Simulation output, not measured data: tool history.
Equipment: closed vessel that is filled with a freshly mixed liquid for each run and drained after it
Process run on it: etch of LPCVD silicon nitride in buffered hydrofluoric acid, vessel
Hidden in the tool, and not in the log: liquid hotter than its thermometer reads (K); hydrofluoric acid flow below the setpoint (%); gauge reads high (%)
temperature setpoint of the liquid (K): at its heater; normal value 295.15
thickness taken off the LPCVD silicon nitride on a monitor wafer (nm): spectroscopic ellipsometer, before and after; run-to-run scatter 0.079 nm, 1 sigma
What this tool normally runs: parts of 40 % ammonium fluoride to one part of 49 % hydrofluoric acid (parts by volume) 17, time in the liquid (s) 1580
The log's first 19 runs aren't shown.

run,hour,temperature setpoint of the liquid (K),parts of 40 % ammonium fluoride to one part of 49 % hydrofluoric acid (parts by volume),time in the liquid (s),wafers since the last listed run,hours since the thermometer was replaced,hours since the hydrofluoric acid flow meter was replaced,hours since the gauge calibration,"read-back film thickness of the LPCVD silicon nitride reference wafer, read on the same gauge (nm)",thickness taken off the LPCVD silicon nitride on a monitor wafer (nm)
20,213.6,295.15,17,795,1042,122.3,2123.2,103.8,140,5.39
21,230.9,296.65,10.5,2490,1007,139.6,2140.5,121.1,139.99,29.64
# hour 237.5: hydrofluoric acid flow meter replaced
22,240.2,295.15,24,1190,483,148.9,2.7,130.4,139.97,6.99
23,253.9,292.65,15,1955,798,162.6,16.4,144.1,140,14.82
24,280.6,295.15,13.5,2185,1555,189.3,43.1,170.8,140.02,20.95
25,288.5,298.65,22.5,1220,460,197.2,51,178.7,140.02,8.98
26,303.8,293.65,20,900,891,212.5,66.3,194,140.01,5.43
27,310.9,295.15,17,1580,413,219.6,73.4,201.1,140.04,12.14
28,328.2,295.15,17,1580,1007,236.9,90.7,218.4,140.01,12.15
29,345.7,292.65,17,2035,1019,254.4,108.2,235.9,140,13.6
30,355,295.15,17,910,541,263.7,117.5,245.2,140.01,6.96
31,365.6,295.15,23,1285,617,274.3,128.1,255.8,140.01,7.64
32,374.1,291.15,17,1580,495,282.8,136.6,264.3,140.03,9.68
33,387,293.65,13,2435,751,295.7,149.5,277.2,140.03,22.31

Consider 3 possible next runs. They are alternatives, not a sequence: every one starts from the tool as it was left by run 33. What does each give?
A,388.1,295.15,17,1580,64,296.8,150.6,278.3,?,?
B,388.1,297.15,23,770,64,296.8,150.6,278.3,?,?
C,388.1,297.15,14.5,715,64,296.8,150.6,278.3,?,?

run,"read-back film thickness of the LPCVD silicon nitride reference wafer, read on the same gauge (nm)",thickness taken off the LPCVD silicon nitride on a monitor wafer (nm)
A,140.01,12.03
B,140.01,5.09
C,140.01,7.1
The same runs, with their run-to-run variation unchanged, on a tool lacking any hidden condition would have given:
run,thickness taken off the LPCVD silicon nitride on a monitor wafer (nm)
A,12.23
B,5.15
C,7.22

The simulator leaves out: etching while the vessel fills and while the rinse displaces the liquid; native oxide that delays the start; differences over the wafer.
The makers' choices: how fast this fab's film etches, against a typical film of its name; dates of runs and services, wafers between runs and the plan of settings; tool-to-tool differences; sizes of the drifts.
